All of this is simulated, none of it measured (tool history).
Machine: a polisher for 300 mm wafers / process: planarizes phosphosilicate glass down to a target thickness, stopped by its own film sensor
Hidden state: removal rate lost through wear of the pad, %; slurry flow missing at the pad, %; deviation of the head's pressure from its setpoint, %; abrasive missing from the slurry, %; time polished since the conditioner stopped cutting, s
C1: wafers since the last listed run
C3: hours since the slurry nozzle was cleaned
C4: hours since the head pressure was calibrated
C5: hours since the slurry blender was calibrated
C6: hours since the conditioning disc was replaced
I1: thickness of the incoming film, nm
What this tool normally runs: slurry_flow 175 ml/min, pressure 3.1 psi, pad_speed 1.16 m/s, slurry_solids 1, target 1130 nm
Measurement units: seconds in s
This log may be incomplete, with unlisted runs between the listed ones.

{"run": 1, "day": 0.0, "slurry_flow": 175, "pressure": 3.1, "pad_speed": 1.16, "slurry_solids": 1, "target": 1130, "C1": 0, "wafers polished on this pad": 1058, "C3": 479.5, "C4": 388.2, "C5": 168.1, "C6": 57.9, "I1": 1894.1, "seconds": 104.6}
{"run": 2, "day": 1.117, "slurry_flow": 175, "pressure": 3.6, "pad_speed": 1.16, "slurry_solids": 1, "target": 1130, "C1": 285, "wafers polished on this pad": 1344, "C3": 506.3, "C4": 415, "C5": 194.9, "C6": 84.7, "I1": 1858.4, "seconds": 91.2}
{"day": 1.329, "done": "worn pad replaced by a new one"}
{"run": 3, "day": 2.242, "slurry_flow": 175, "pressure": 3.6, "pad_speed": 1.16, "slurry_solids": 1, "target": 1130, "C1": 245, "wafers polished on this pad": 233, "C3": 533.3, "C4": 442, "C5": 221.9, "C6": 111.7, "I1": 1882.1, "seconds": 89.1}
{"day": 2.717, "done": "head pressure recalibrated"}
{"run": 4, "day": 3.008, "slurry_flow": 175, "pressure": 3.6, "pad_speed": 1.16, "slurry_solids": 1, "target": 1130, "C1": 175, "wafers polished on this pad": 408, "C3": 551.7, "C4": 7, "C5": 240.3, "C6": 130.1, "I1": 1897.3, "seconds": 92.9}
{"day": 3.25, "done": "slurry blender recalibrated"}
{"run": 5, "day": 3.783, "slurry_flow": 175, "pressure": 3.1, "pad_speed": 1.16, "slurry_solids": 1, "target": 1130, "C1": 177, "wafers polished on this pad": 585, "C3": 570.3, "C4": 25.6, "C5": 12.8, "C6": 148.7, "I1": 1881.7, "seconds": 96}
{"run": 6, "day": 4.871, "slurry_flow": 175, "pressure": 3.1, "pad_speed": 1.16, "slurry_solids": 1, "target": 1282, "C1": 278, "wafers polished on this pad": 864, "C3": 596.4, "C4": 51.7, "C5": 38.9, "C6": 174.8, "I1": 1887.6, "seconds": 79.9}
{"run": 7, "day": 6.067, "slurry_flow": 155, "pressure": 3.1, "pad_speed": 1.16, "slurry_solids": 0.9, "target": 1130, "C1": 306, "wafers polished on this pad": 1170, "C3": 625.1, "C4": 80.4, "C5": 67.6, "C6": 203.5, "I1": 1856.2, "seconds": 102.7}
{"day": 6.429, "done": "worn pad replaced by a new one"}
{"run": 8, "day": 7.492, "slurry_flow": 155, "pressure": 3.1, "pad_speed": 1.16, "slurry_solids": 0.9, "target": 1130, "C1": 322, "wafers polished on this pad": 272, "C3": 659.3, "C4": 114.6, "C5": 101.8, "C6": 237.7, "I1": 1836.6, "seconds": 99.3}
{"day": 9.904, "done": "conditioning disc replaced and pad reconditioned"}
{"day": 11.908, "done": "worn pad replaced by a new one"}
{"run": 9, "day": 11.929, "slurry_flow": 215, "pressure": 3.1, "pad_speed": 1.16, "slurry_solids": 1, "target": 1130, "C1": 1072, "wafers polished on this pad": 5, "C3": 765.8, "C4": 221.1, "C5": 208.3, "C6": 48.6, "I1": 1897.5, "seconds": 96.1}
{"run": 10, "day": 12.717, "slurry_flow": 215, "pressure": 3.1, "pad_speed": 1.16, "slurry_solids": 1, "target": 1130, "C1": 201, "wafers polished on this pad": 207, "C3": 784.7, "C4": 240, "C5": 227.2, "C6": 67.5, "I1": 1881, "seconds": 98.2}
{"day": 13.146, "done": "slurry blender recalibrated"}
{"run": 11, "day": 13.875, "slurry_flow": 215, "pressure": 3.1, "pad_speed": 1.16, "slurry_solids": 1, "target": 1130, "C1": 275, "wafers polished on this pad": 482, "C3": 812.5, "C4": 267.8, "C5": 17.5, "C6": 95.3, "I1": 1909.7, "seconds": 96.8}
{"run": 12, "day": 14.575, "slurry_flow": 120, "pressure": 3.1, "pad_speed": 0.88, "slurry_solids": 1.2, "target": 991, "C1": 179, "wafers polished on this pad": 662, "C3": 829.3, "C4": 284.6, "C5": 34.3, "C6": 112.1, "I1": 1903.3, "seconds": 147.5}
{"run": 13, "day": 16.054, "slurry_flow": 205, "pressure": 3.1, "pad_speed": 0.88, "slurry_solids": 0.8, "target": 1020, "C1": 378, "wafers polished on this pad": 1040, "C3": 864.8, "C4": 320.1, "C5": 69.8, "C6": 147.6, "I1": 1871.5, "seconds": 153.5}
{"day": 16.838, "done": "slurry nozzle cleaned"}
{"day": 17.183, "done": "worn pad replaced by a new one"}
{"run": 14, "day": 17.204, "slurry_flow": 175, "pressure": 3.1, "pad_speed": 1.16, "slurry_solids": 0.75, "target": 1130, "C1": 241, "wafers polished on this pad": 5, "C3": 8.8, "C4": 347.7, "C5": 97.4, "C6": 175.2, "I1": 1897.8, "seconds": 109.9}
{"run": 15, "day": 18.3, "slurry_flow": 125, "pressure": 3.1, "pad_speed": 1.16, "slurry_solids": 1, "target": 1203, "C1": 280, "wafers polished on this pad": 285, "C3": 35.1, "C4": 374, "C5": 123.7, "C6": 201.5, "I1": 1903.3, "seconds": 98.7}
{"run": 16, "day": 19.292, "slurry_flow": 175, "pressure": 3.1, "pad_speed": 1.16, "slurry_solids": 1, "target": 1130, "C1": 253, "wafers polished on this pad": 539, "C3": 58.9, "C4": 397.8, "C5": 147.5, "C6": 225.3, "I1": 1879.2, "seconds": 100.7}
{"run": 17, "day": 19.996, "slurry_flow": 175, "pressure": 3.1, "pad_speed": 1.16, "slurry_solids": 1.1, "target": 1130, "C1": 180, "wafers polished on this pad": 720, "C3": 75.8, "C4": 414.7, "C5": 164.4, "C6": 242.2, "I1": 1897.3, "seconds": 101.1}
{"run": 18, "day": 21.075, "slurry_flow": 200, "pressure": 2.6, "pad_speed": 1.16, "slurry_solids": 1.3, "target": 1130, "C1": 276, "wafers polished on this pad": 996, "C3": 101.7, "C4": 440.6, "C5": 190.3, "C6": 268.1, "I1": 1881, "seconds": 107.1}
{"day": 22.383, "done": "worn pad replaced by a new one"}
{"day": 22.525, "done": "conditioning disc replaced and pad reconditioned"}
{"day": 22.729, "done": "head pressure recalibrated"}
{"day": 23.442, "done": "slurry blender recalibrated"}
{"run": 19, "day": 23.717, "slurry_flow": 150, "pressure": 3.1, "pad_speed": 1.16, "slurry_solids": 1, "target": 1241, "C1": 569, "wafers polished on this pad": 277, "C3": 165.1, "C4": 23.7, "C5": 6.6, "C6": 28.6, "I1": 1905.2, "seconds": 83.8}
{"run": 20, "day": 24.95, "slurry_flow": 150, "pressure": 3.1, "pad_speed": 1.16, "slurry_solids": 1, "target": 1241, "C1": 315, "wafers polished on this pad": 593, "C3": 194.7, "C4": 53.3, "C5": 36.2, "C6": 58.2, "I1": 1849.7, "seconds": 79.3}
{"run": 21, "day": 25.929, "slurry_flow": 220, "pressure": 3.1, "pad_speed": 1.16, "slurry_solids": 0.75, "target": 1130, "C1": 250, "wafers polished on this pad": 844, "C3": 218.2, "C4": 76.8, "C5": 59.7, "C6": 81.7, "I1": 1887.6, "seconds": 109.6}
{"run": 22, "day": 27.088, "slurry_flow": 175, "pressure": 3.1, "pad_speed": 1.44, "slurry_solids": 1, "target": 1130, "C1": 296, "wafers polished on this pad": 1140, "C3": 246, "C4": 104.6, "C5": 87.5, "C6": 109.5, "I1": 1906, "seconds": 87}
{"day": 28.012, "done": "worn pad replaced by a new one"}
{"run": 23, "day": 28.546, "slurry_flow": 215, "pressure": 3.1, "pad_speed": 1.16, "slurry_solids": 1, "target": 1130, "C1": 330, "wafers polished on this pad": 136, "C3": 281, "C4": 139.6, "C5": 122.5, "C6": 144.5, "I1": 1879.5, "seconds": 92.4}

Consider 3 possible next runs. They are alternatives, not a sequence: every one starts from the tool as it was left by run 23. What does each give?
{"run": "A", "day": 28.562, "slurry_flow": 175, "pressure": 3.1, "pad_speed": 1.16, "slurry_solids": 1, "target": 1130, "C1": 4, "wafers polished on this pad": 140, "C3": 281.4, "C4": 140, "C5": 122.9, "C6": 144.9, "I1": 1920.8, "seconds": "?"}
{"run": "B", "day": 28.562, "slurry_flow": 175, "pressure": 4.2, "pad_speed": 0.88, "slurry_solids": 0.85, "target": 1130, "C1": 4, "wafers polished on this pad": 140, "C3": 281.4, "C4": 140, "C5": 122.9, "C6": 144.9, "I1": 1920.8, "seconds": "?"}
{"run": "C", "day": 28.562, "slurry_flow": 175, "pressure": 3.4, "pad_speed": 1.16, "slurry_solids": 1, "target": 902, "C1": 4, "wafers polished on this pad": 140, "C3": 281.4, "C4": 140, "C5": 122.9, "C6": 144.9, "I1": 1920.8, "seconds": "?"}

run=A seconds=100
run=B seconds=103.8
run=C seconds=119.2
Take away the tool's hidden state, keep each run's random variation, and the runs would have read:
run=A seconds=92.5
run=B seconds=95.6
run=C seconds=110.2

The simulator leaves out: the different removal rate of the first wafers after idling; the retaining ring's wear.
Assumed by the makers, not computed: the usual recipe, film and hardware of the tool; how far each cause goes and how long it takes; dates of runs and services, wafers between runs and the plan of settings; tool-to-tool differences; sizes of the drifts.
